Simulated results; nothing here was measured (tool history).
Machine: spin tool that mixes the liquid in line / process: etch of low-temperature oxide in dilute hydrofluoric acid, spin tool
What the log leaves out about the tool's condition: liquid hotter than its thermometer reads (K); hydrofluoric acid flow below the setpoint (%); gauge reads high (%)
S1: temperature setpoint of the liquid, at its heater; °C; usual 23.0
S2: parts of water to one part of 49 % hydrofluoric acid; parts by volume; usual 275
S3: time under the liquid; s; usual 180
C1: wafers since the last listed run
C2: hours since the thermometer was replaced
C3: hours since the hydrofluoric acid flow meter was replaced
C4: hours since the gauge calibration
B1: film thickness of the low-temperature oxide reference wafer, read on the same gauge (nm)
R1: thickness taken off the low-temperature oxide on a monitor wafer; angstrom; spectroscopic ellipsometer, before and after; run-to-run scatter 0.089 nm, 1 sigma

{"run": 1, "hour": 0.0, "S1": 23.0, "S2": 275, "S3": 180, "C1": 0, "C2": 1837.9, "C3": 1086.3, "C4": 76.1, "B1": 119.99, "R1": 151.6}
{"run": 2, "hour": 12.7, "S1": 23.0, "S2": 275, "S3": 180, "C1": 69, "C2": 1850.6, "C3": 1099.0, "C4": 88.8, "B1": 120.0, "R1": 151.2}
{"run": 3, "hour": 23.2, "S1": 23.0, "S2": 275, "S3": 180, "C1": 57, "C2": 1861.1, "C3": 1109.5, "C4": 99.3, "B1": 120.01, "R1": 149.9}
{"run": 4, "hour": 34.6, "S1": 23.0, "S2": 235, "S3": 120, "C1": 62, "C2": 1872.5, "C3": 1120.9, "C4": 110.7, "B1": 120.0, "R1": 122.1}
{"run": 5, "hour": 47.7, "S1": 23.0, "S2": 235, "S3": 120, "C1": 71, "C2": 1885.6, "C3": 1134.0, "C4": 123.8, "B1": 120.0, "R1": 123.0}
{"run": 6, "hour": 63.5, "S1": 23.0, "S2": 310, "S3": 180, "C1": 86, "C2": 1901.4, "C3": 1149.8, "C4": 139.6, "B1": 120.02, "R1": 129.3}
{"run": 7, "hour": 70.0, "S1": 23.0, "S2": 310, "S3": 180, "C1": 35, "C2": 1907.9, "C3": 1156.3, "C4": 146.1, "B1": 120.03, "R1": 129.6}
{"run": 8, "hour": 87.5, "S1": 23.0, "S2": 360, "S3": 125, "C1": 96, "C2": 1925.4, "C3": 1173.8, "C4": 163.6, "B1": 120.0, "R1": 73.0}
{"run": 9, "hour": 99.2, "S1": 23.0, "S2": 360, "S3": 125, "C1": 64, "C2": 1937.1, "C3": 1185.5, "C4": 175.3, "B1": 119.99, "R1": 72.1}
{"run": 10, "hour": 106.8, "S1": 23.0, "S2": 275, "S3": 180, "C1": 41, "C2": 1944.7, "C3": 1193.1, "C4": 182.9, "B1": 120.01, "R1": 150.8}
{"run": 11, "hour": 115.5, "S1": 23.0, "S2": 275, "S3": 180, "C1": 47, "C2": 1953.4, "C3": 1201.8, "C4": 191.6, "B1": 119.99, "R1": 149.3}
{"hour": 135.6, "done": "gauge calibrated"}
{"run": 12, "hour": 153.8, "S1": 25.0, "S2": 190, "S3": 210, "C1": 210, "C2": 1991.7, "C3": 1240.1, "C4": 18.2, "B1": 120.02, "R1": 298.4}
{"run": 13, "hour": 169.3, "S1": 25.5, "S2": 275, "S3": 150, "C1": 85, "C2": 2007.2, "C3": 1255.6, "C4": 33.7, "B1": 120.0, "R1": 134.4}
{"run": 14, "hour": 180.0, "S1": 20.5, "S2": 220, "S3": 180, "C1": 58, "C2": 2017.9, "C3": 1266.3, "C4": 44.4, "B1": 120.0, "R1": 180.5}
{"run": 15, "hour": 197.1, "S1": 26.0, "S2": 275, "S3": 180, "C1": 93, "C2": 2035.0, "C3": 1283.4, "C4": 61.5, "B1": 120.01, "R1": 163.5}
{"hour": 201.9, "done": "hydrofluoric acid flow meter replaced"}
{"run": 16, "hour": 207.5, "S1": 27.5, "S2": 320, "S3": 180, "C1": 51, "C2": 2045.4, "C3": 5.6, "C4": 71.9, "B1": 120.0, "R1": 170.7}
{"run": 17, "hour": 214.1, "S1": 23.0, "S2": 275, "S3": 235, "C1": 36, "C2": 2052.0, "C3": 12.2, "C4": 78.5, "B1": 119.97, "R1": 232.4}
{"hour": 252.8, "done": "thermometer replaced"}
{"run": 18, "hour": 261.1, "S1": 18.5, "S2": 390, "S3": 180, "C1": 252, "C2": 8.3, "C3": 59.2, "C4": 125.5, "B1": 119.98, "R1": 95.9}
{"run": 19, "hour": 269.9, "S1": 21.5, "S2": 205, "S3": 180, "C1": 48, "C2": 17.1, "C3": 68.0, "C4": 134.3, "B1": 120.01, "R1": 241.4}
{"run": 20, "hour": 285.8, "S1": 23.0, "S2": 275, "S3": 180, "C1": 87, "C2": 33.0, "C3": 83.9, "C4": 150.2, "B1": 120.0, "R1": 178.0}
{"run": 21, "hour": 292.8, "S1": 24.5, "S2": 415, "S3": 115, "C1": 38, "C2": 40.0, "C3": 90.9, "C4": 157.2, "B1": 119.99, "R1": 68.5}
{"run": 22, "hour": 309.6, "S1": 23.0, "S2": 275, "S3": 180, "C1": 92, "C2": 56.8, "C3": 107.7, "C4": 174.0, "B1": 120.01, "R1": 176.5}
{"run": 23, "hour": 322.4, "S1": 25.0, "S2": 230, "S3": 280, "C1": 70, "C2": 69.6, "C3": 120.5, "C4": 186.8, "B1": 120.02, "R1": 366.9}

Across each entry between runs, compare the hidden state at the last listed run before it with the hidden state at the first listed run after it:
After run 11, before run 12: gauge calibrated (hour 135.6)
  hydrofluoric acid flow below the setpoint (%): 13 -> 13.4
  measured value less the no-hidden-state value, R1: -29.3 -> -57.3 angstrom
After run 15, before run 16: hydrofluoric acid flow meter replaced (hour 201.9)
  hydrofluoric acid flow below the setpoint (%): 13.8 -> 0.0846
  measured value less the no-hidden-state value, R1: -34.8 -> -0.2 angstrom
After run 17, before run 18: thermometer replaced (hour 252.8)
  hydrofluoric acid flow below the setpoint (%): 0.147 -> 0.592
  measured value less the no-hidden-state value, R1: -0.4 -> -0.8 angstrom

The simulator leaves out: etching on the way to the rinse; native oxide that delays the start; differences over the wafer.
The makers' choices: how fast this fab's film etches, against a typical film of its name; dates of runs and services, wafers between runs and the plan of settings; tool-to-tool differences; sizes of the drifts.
